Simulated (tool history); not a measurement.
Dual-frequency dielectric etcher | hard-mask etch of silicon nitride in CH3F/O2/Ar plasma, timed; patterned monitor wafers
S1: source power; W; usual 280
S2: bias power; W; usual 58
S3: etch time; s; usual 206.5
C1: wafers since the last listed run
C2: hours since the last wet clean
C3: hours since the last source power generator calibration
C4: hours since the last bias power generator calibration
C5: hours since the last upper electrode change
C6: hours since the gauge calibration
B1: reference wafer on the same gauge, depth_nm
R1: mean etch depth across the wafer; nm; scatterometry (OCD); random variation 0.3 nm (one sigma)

| run | hour | S1 | S2 | S3 | C1 | C2 | C3 | C4 | C5 | C6 | B1 | R1 |
|---|---|---|---|---|---|---|---|---|---|---|---|---|
| 1 | 0.0 | 300 | 49 | 206.5 | 0 | 28.6 | 1343.3 | 2386.4 | 5643.4 | 178.2 | 109.9 | 105.0 |
| 2 | 321.1 | 280 | 58 | 206.5 | 2311 | 349.7 | 1664.4 | 2707.5 | 5964.5 | 499.3 | 109.9 | 108.5 |
|  | 382.3 | wet clean of the chamber |
|  | 433.2 | upper electrode replaced |
| 3 | 433.7 | 280 | 58 | 206.5 | 465 | 51.4 | 1777.0 | 2820.1 | 0.5 | 611.9 | 110.0 | 108.6 |
| 4 | 473.9 | 280 | 58 | 206.5 | 289 | 91.6 | 1817.2 | 2860.3 | 40.7 | 652.1 | 110.0 | 108.8 |
| 5 | 537.4 | 280 | 58 | 206.5 | 457 | 155.1 | 1880.7 | 2923.8 | 104.2 | 715.6 | 110.0 | 108.9 |
|  | 569.2 | source power generator calibrated |
| 6 | 623.7 | 280 | 58 | 206.5 | 592 | 241.4 | 54.5 | 3010.1 | 190.5 | 801.9 | 110.0 | 104.7 |
| 7 | 666.7 | 280 | 58 | 206.5 | 309 | 284.4 | 97.5 | 3053.1 | 233.5 | 844.9 | 110.0 | 105.0 |
|  | 728.5 | wet clean of the chamber |
| 8 | 729.0 | 280 | 58 | 206.5 | 275 | 0.5 | 159.8 | 3115.4 | 295.8 | 907.2 | 110.0 | 105.1 |
| 9 | 817.5 | 280 | 49 | 186.0 | 637 | 89.0 | 248.3 | 3203.9 | 384.3 | 995.7 | 110.0 | 89.2 |
|  | 877.6 | source power generator calibrated, repeated, since the last time left the tool worse |
| 10 | 914.9 | 260 | 64 | 164.5 | 672 | 186.4 | 37.3 | 3301.3 | 481.7 | 1093.1 | 110.0 | 86.5 |
|  | 934.2 | gauge calibrated |
|  | 959.6 | bias power generator calibrated |
| 11 | 1014.8 | 210 | 58 | 206.5 | 690 | 286.3 | 137.2 | 55.2 | 581.6 | 80.6 | 110.1 | 97.3 |
|  | 1111.4 | wet clean of the chamber |
| 12 | 1111.9 | 280 | 58 | 206.5 | 526 | 0.5 | 234.3 | 152.3 | 678.7 | 177.7 | 110.0 | 107.6 |
| 13 | 1181.3 | 280 | 58 | 206.5 | 499 | 69.9 | 303.7 | 221.7 | 748.1 | 247.1 | 110.0 | 107.5 |
| 14 | 1240.0 | 280 | 54 | 169.5 | 422 | 128.6 | 362.4 | 280.4 | 806.8 | 305.8 | 110.0 | 86.0 |
| 15 | 1290.8 | 240 | 58 | 206.5 | 365 | 179.4 | 413.2 | 331.2 | 857.6 | 356.6 | 110.0 | 102.5 |

Hidden state or all else? Some run-to-run changes of R1, split into what the settings, what came in and random variation would give without the hidden state, and what is left for the hidden state (with any gauge scatter that isn't in both results):
The hidden state here: etch rate over this chamber's usual, %; source power that arrives over what is set, %; bias power that arrives over what is set, %; gauge reads high (%).
Run 5 -> 6: source power generator calibrated. R1 -4.2 nm: hidden state -3.8, all else -0.4.
Run 13 -> 14: S2 58 -> 54, S3 206.5 -> 169.5. R1 -21.5 nm: hidden state +0.0, all else -21.5.
